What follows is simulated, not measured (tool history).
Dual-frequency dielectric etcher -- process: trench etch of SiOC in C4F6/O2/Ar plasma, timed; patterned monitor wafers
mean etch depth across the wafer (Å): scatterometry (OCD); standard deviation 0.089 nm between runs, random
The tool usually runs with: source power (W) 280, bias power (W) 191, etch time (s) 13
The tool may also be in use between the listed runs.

| run | hour | source power (W) | bias power (W) | etch time (s) | read-back reference wafer on the same gauge, depth_nm | mean etch depth across the wafer (Å) |
|---|---|---|---|---|---|---|
| 1 | 0 | 280 | 191 | 10 | 26.04 | 170.1 |
| 2 | 18.7 | 280 | 191 | 11.5 | 26.07 | 194.2 |
| 3 | 36.4 | 250 | 191 | 13 | 26.13 | 210.5 |
|  | 60.1 | source power generator calibrated |
|  | 77.2 | wet clean of the chamber |
| 4 | 77.7 | 250 | 191 | 13 | 26.08 | 214.8 |
| 5 | 95.5 | 250 | 191 | 13 | 26.08 | 214.2 |
| 6 | 114.8 | 280 | 191 | 13 | 26.09 | 225.4 |
|  | 120.1 | bias power generator calibrated |
|  | 155.6 | upper electrode replaced |
| 7 | 156.1 | 280 | 191 | 13 | 26.11 | 224.6 |
| 8 | 171.4 | 230 | 219 | 9.5 | 26.04 | 160.6 |
| 9 | 203.4 | 280 | 153 | 9.5 | 26.1 | 148.8 |
| 10 | 221.4 | 280 | 191 | 13 | 26.07 | 221.7 |
| 11 | 253.1 | 280 | 191 | 13 | 26.08 | 222.8 |
| 12 | 288.7 | 280 | 159 | 13 | 26.08 | 204.5 |
| 13 | 319.8 | 280 | 191 | 13 | 26.12 | 220.8 |
| 14 | 344.9 | 330 | 147 | 10 | 26.11 | 162.6 |
| 15 | 376.5 | 220 | 172 | 11.5 | 26.1 | 168.4 |
| 16 | 394.7 | 350 | 158 | 14 | 26.06 | 238.5 |
| 17 | 416.4 | 280 | 150 | 12 | 26.11 | 180.9 |
| 18 | 433 | 280 | 191 | 15 | 26.11 | 254.4 |
| 19 | 452.5 | 280 | 191 | 13 | 26.08 | 219.8 |
| 20 | 485.4 | 350 | 158 | 14 | 26.12 | 237 |
| 21 | 503.6 | 350 | 220 | 10.5 | 26.13 | 205.1 |
| 22 | 521.1 | 250 | 231 | 15 | 26.12 | 260.6 |
| 23 | 550.6 | 230 | 153 | 15 | 26.13 | 209.5 |
| 24 | 577.8 | 320 | 232 | 13 | 26.16 | 248.2 |
| 25 | 599 | 280 | 191 | 13 | 26.12 | 216.8 |
|  | 631.7 | wet clean of the chamber |
| 26 | 632.2 | 280 | 191 | 13 | 26.12 | 227.7 |
| 27 | 649.3 | 280 | 230 | 10.5 | 26.11 | 198.5 |
| 28 | 674.8 | 280 | 191 | 13 | 26.09 | 226.8 |
| 29 | 695.5 | 280 | 144 | 13 | 26.12 | 199.1 |

What was the tool's hidden state at every run in the log?
source power that arrives over what is set, %: 0 in every run
bias power that arrives over what is set, %: 0 in every run
gauge reads high (%): 0 in every run
H1: etch rate over this chamber's usual, %
| run | H1 |
|---|---|
| 1 | -2.72 |
| 2 | -2.86 |
| 3 | -2.99 |
| 4 | -0.521 |
| 5 | -0.653 |
| 6 | -0.796 |
| 7 | -1.1 |
| 8 | -1.22 |
| 9 | -1.45 |
| 10 | -1.59 |
| 11 | -1.82 |
| 12 | -2.09 |
| 13 | -2.32 |
| 14 | -2.51 |
| 15 | -2.74 |
| 16 | -2.88 |
| 17 | -3.04 |
| 18 | -3.16 |
| 19 | -3.31 |
| 20 | -3.55 |
| 21 | -3.69 |
| 22 | -3.82 |
| 23 | -4.03 |
| 24 | -4.24 |
| 25 | -4.39 |
| 26 | 0.461 |
| 27 | 0.334 |
| 28 | 0.144 |
| 29 | -0.00972 |
